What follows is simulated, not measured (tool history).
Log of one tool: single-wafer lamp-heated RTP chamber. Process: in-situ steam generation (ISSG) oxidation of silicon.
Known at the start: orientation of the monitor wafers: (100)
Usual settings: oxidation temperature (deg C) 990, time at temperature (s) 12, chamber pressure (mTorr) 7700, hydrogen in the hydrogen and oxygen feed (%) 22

run    hour  oxidation temperature (deg C)  time at temperature (s)  chamber pressure (mTorr)  hydrogen in the hydrogen and oxygen feed (%)  read-back reference wafer on the same gauge, thickness  oxide thickness on the monitor wafer (nm)
  1       0                            990                       12                      7700                                            22                                                   4.347                                      4.436
       44.7  -- pyrometer window cleaned and pyrometer calibrated
  2    61.2                            990                       12                      7700                                            22                                                   4.353                                      4.257
  3   122.3                            990                       12                      7700                                            22                                                   4.358                                       4.31
  4   180.5                            990                       12                      7700                                            22                                                   4.357                                      4.313
  5   207.7                            990                       12                      7700                                            22                                                   4.365                                      4.336
  6   257.8                            990                       12                      6900                                            22                                                    4.36                                      4.306
  7   282.6                            990                       12                      6900                                            22                                                   4.369                                      4.266
  8   323.9                            990                       12                      6900                                            22                                                   4.356                                      4.274
  9   380.1                            990                       12                      7700                                            22                                                    4.35                                      4.309
 10   439.3                            990                       12                      8100                                            22                                                   4.349                                      4.359
 11     496                            990                       12                      8100                                            22                                                   4.367                                      4.348
 12   557.6                            990                       11                      7700                                            22                                                   4.375                                      4.171
 13   603.4                            990                       11                      7700                                            22                                                    4.36                                      4.196
 14   630.7                            971                        9                      6900                                            22                                                   4.352                                      3.636
      643.4  -- pressure gauge zeroed
 15   701.3                           1008                       12                      6900                                            22                                                   4.352                                      4.628
      730.5  -- gauge calibrated
      761.4  -- hydrogen flow controller replaced
 16   761.9                            996                       12                      7700                                            22                                                   4.363                                      4.454
 17     827                            990                       12                      6900                                            15                                                   4.376                                      4.003
 18   878.2                            990                       11                      7700                                            22                                                   4.347                                      4.295
 19     903                            996                       12                      7700                                            22                                                   4.354                                       4.51
 20   945.5                           1004                       16                      7700                                            14                                                   4.361                                      4.862
      987.9  -- pyrometer window cleaned and pyrometer calibrated
 21  1012.1                            990                       12                      7700                                            22                                                   4.353                                      4.327
 22  1062.3                           1008                       12                      7700                                            22                                                   4.362                                      4.605
 23  1091.5                            984                       10                      7700                                            22                                                    4.36                                      3.998
 24  1226.4                            990                       12                      7700                                            22                                                   4.355                                      4.397
 25  1287.6                           1007                       11                      8600                                            22                                                    4.36                                      4.448
 26  1317.7                            990                       17                      7700                                            22                                                   4.367                                      5.079

Forecast each of these 4 alternatives for the next run:
  A  1318.1                            990                       12                      7700                                            22                                                       ?                                          ?
  B  1318.1                            979                       12                      7700                                            22                                                       ?                                          ?
  C  1318.1                            990                       12                      6900                                            14                                                       ?                                          ?
  D  1318.1                            974                       16                      7700                                            22                                                       ?                                          ?

run  read-back reference wafer on the same gauge, thickness  oxide thickness on the monitor wafer (nm)
  A                                                   4.354                                      4.347
  B                                                   4.354                                      4.197
  C                                                   4.354                                      3.859
  D                                                   4.354                                      4.651
Without the tool's hidden state the same runs would have given:
run  oxide thickness on the monitor wafer (nm)
  A                                      4.284
  B                                      4.141
  C                                      3.804
  D                                      4.584
